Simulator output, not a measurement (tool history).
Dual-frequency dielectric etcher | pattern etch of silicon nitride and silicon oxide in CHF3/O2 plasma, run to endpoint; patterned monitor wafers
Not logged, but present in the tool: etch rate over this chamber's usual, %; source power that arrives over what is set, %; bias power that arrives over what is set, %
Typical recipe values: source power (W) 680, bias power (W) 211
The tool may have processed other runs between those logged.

run,hour,source power (W),bias power (W),wafers since the last listed run,hours since the last wet clean,hours since the last source power generator calibration,hours since the last bias power generator calibration,hours since the last upper electrode change,"incoming incoming film thickness, nm",endpoint time (s)
1,0.0,680,186,0,38.4,1200.9,3544.8,5154.9,218.6,135.4
2,30.8,740,225,289,69.2,1231.7,3575.6,5185.7,216.5,116.0
3,45.7,740,225,139,84.1,1246.6,3590.5,5200.6,217.2,117.7
4,94.5,720,211,458,132.9,1295.4,3639.3,5249.4,216.8,121.5
5,125.6,720,211,291,164.0,1326.5,3670.4,5280.5,216.0,123.1
6,158.3,570,182,306,196.7,1359.2,3703.1,5313.2,214.1,149.3
7,188.7,570,182,285,227.1,1389.6,3733.5,5343.6,217.7,153.1
8,218.2,680,211,276,256.6,1419.1,3763.0,5373.1,216.8,127.2
9,240.7,680,211,211,279.1,1441.6,3785.5,5395.6,214.9,126.3
10,265.5,680,211,232,303.9,1466.4,3810.3,5420.4,215.9,126.5
# hour 306.0: source power generator calibrated
# hour 315.7: wet clean of the chamber
11,316.2,680,211,346,0.5,10.2,3861.0,5471.1,216.6,127.7
12,330.5,680,188,134,14.8,24.5,3875.3,5485.4,216.0,134.4
13,345.7,680,188,142,30.0,39.7,3890.5,5500.6,215.9,133.9
14,376.6,680,178,290,60.9,70.6,3921.4,5531.5,217.6,137.7
# hour 387.9: bias power generator calibrated
15,397.6,780,168,159,81.9,91.6,9.7,5552.5,218.4,132.4
# hour 425.5: upper electrode replaced
16,426.0,680,211,41,110.3,120.0,38.1,0.5,215.8,126.6
17,426.3,800,193,2,110.6,120.3,38.4,0.8,216.3,121.0
18,454.3,680,211,262,138.6,148.3,66.4,28.8,217.4,128.8
19,487.3,570,258,309,171.6,181.3,99.4,61.8,216.9,129.9
20,500.8,680,211,126,185.1,194.8,112.9,75.3,216.7,126.5
21,534.5,830,211,316,218.8,228.5,146.6,109.0,214.7,111.3
22,558.8,680,181,228,243.1,252.8,170.9,133.3,215.3,137.5
23,590.5,680,211,297,274.8,284.5,202.6,165.0,214.6,125.4
24,613.2,840,211,213,297.5,307.2,225.3,187.7,215.5,110.0
25,635.0,680,211,204,319.3,329.0,247.1,209.5,217.3,127.3
26,649.5,610,192,136,333.8,343.5,261.6,224.0,217.4,143.2
27,664.6,680,211,141,348.9,358.6,276.7,239.1,218.2,126.6
# hour 760.3: wet clean of the chamber
28,760.8,680,235,677,0.5,454.8,372.9,335.3,218.3,121.7
29,761.2,750,211,3,0.9,455.2,373.3,335.7,215.4,118.2

Each row is a separate what-if for the run after 29, all from the same tool condition, not one after another. Results?
A,761.7,680,211,4,1.4,455.7,373.8,336.2,216.9,?
B,761.7,780,251,4,1.4,455.7,373.8,336.2,216.9,?
C,761.7,800,161,4,1.4,455.7,373.8,336.2,216.9,?
D,761.7,570,181,4,1.4,455.7,373.8,336.2,216.9,?
E,761.7,810,170,4,1.4,455.7,373.8,336.2,216.9,?

run,endpoint time (s)
A,127.8
B,109.0
C,131.4
D,154.1
E,127.3
Take away the tool's hidden state, keep each run's random variation, and the runs would have read:
run,endpoint time (s)
A,127.8
B,109.0
C,131.4
D,154.1
E,127.3
